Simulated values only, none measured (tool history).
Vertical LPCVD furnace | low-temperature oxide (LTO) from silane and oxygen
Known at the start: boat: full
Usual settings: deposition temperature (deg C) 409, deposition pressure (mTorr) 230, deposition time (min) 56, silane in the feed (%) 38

run	day	deposition temperature (deg C)	deposition pressure (mTorr)	deposition time (min)	silane in the feed (%)	read-back reference wafer on the same gauge, thickness	film thickness on the monitor wafer in the middle of the boat (Å)
1	0	409	230	64.5	38	656.92	6689.3
2	2.504	409	230	56	38	656.78	5779.5
3	5.05	409	230	56	38	656.96	5831.4
4	7.575	409	230	56	38	657.12	5839.6
5	9.412	413	230	56	38	657.39	6097.5
6	10.862	413	230	56	38	657.17	6141.2
7	12.862	409	230	56	40	656.96	6271.2
8	15.562	409	230	56	40	657.45	6255.3
9	18.208	409	230	56	40	657.37	6304.9
# day 22.688: silane flow controller replaced
10	22.708	409	230	56	38	656.98	5853.9
11	23.758	409	230	56	38	656.53	5885.8
12	26.896	409	230	56	38	657.64	5888.9
# day 29.738: pressure gauge zeroed
13	34.283	409	230	50.5	38	656.88	5113.7
14	35.717	409	230	50.5	38	656.77	5140.7
# day 36.788: gauge calibrated
15	36.896	409	230	56	38	656.98	5676.7
16	38.042	402	185	45	42	656.75	3839.1
# day 40.496: thermocouples replaced and temperature profile calibrated
17	40.517	409	230	56	38	657.11	5656.1
18	42.512	409	230	56	38	657.25	5676.6
19	44.792	420	230	56	38	656.7	6351.1
20	46.833	409	175	56	38	656.77	4333.5
21	48.925	409	230	56	38	656.88	5693.3
22	51.312	409	215	38	38	657.21	3600.2
23	52.367	409	200	56	31	656.76	3738
24	53.792	409	230	56	43	657.02	6539.6
25	56.483	409	230	56	38	657.2	5637.6
26	59.138	413	230	56	38	657.09	5921.3
27	61.246	409	180	56	38	656.73	4452.1
28	63.125	409	230	56	32	657.1	4543.5
29	64.258	409	230	62	38	657.17	6281.4
30	70.921	409	185	37.5	38	656.81	3065.4

What the log doesn't show, run by run:
true tube temperature minus thermocouple reading, K: 0 in every run
deviation of the silane flow from its setpoint, %: 0 in every run
gauge reads high (%): 0 in every run
H1: true pressure minus gauge reading, mTorr
run	H1
1	8.78
2	9.04
3	9.32
4	9.6
5	9.8
6	9.97
7	10.2
8	10.5
9	10.8
10	11.4
11	11.5
12	11.9
13	2.2
14	2.2
15	2.21
16	2.21
17	2.23
18	2.24
19	2.27
20	2.29
21	2.31
22	2.35
23	2.36
24	2.39
25	2.43
26	2.48
27	2.53
28	2.57
29	2.59
30	2.77
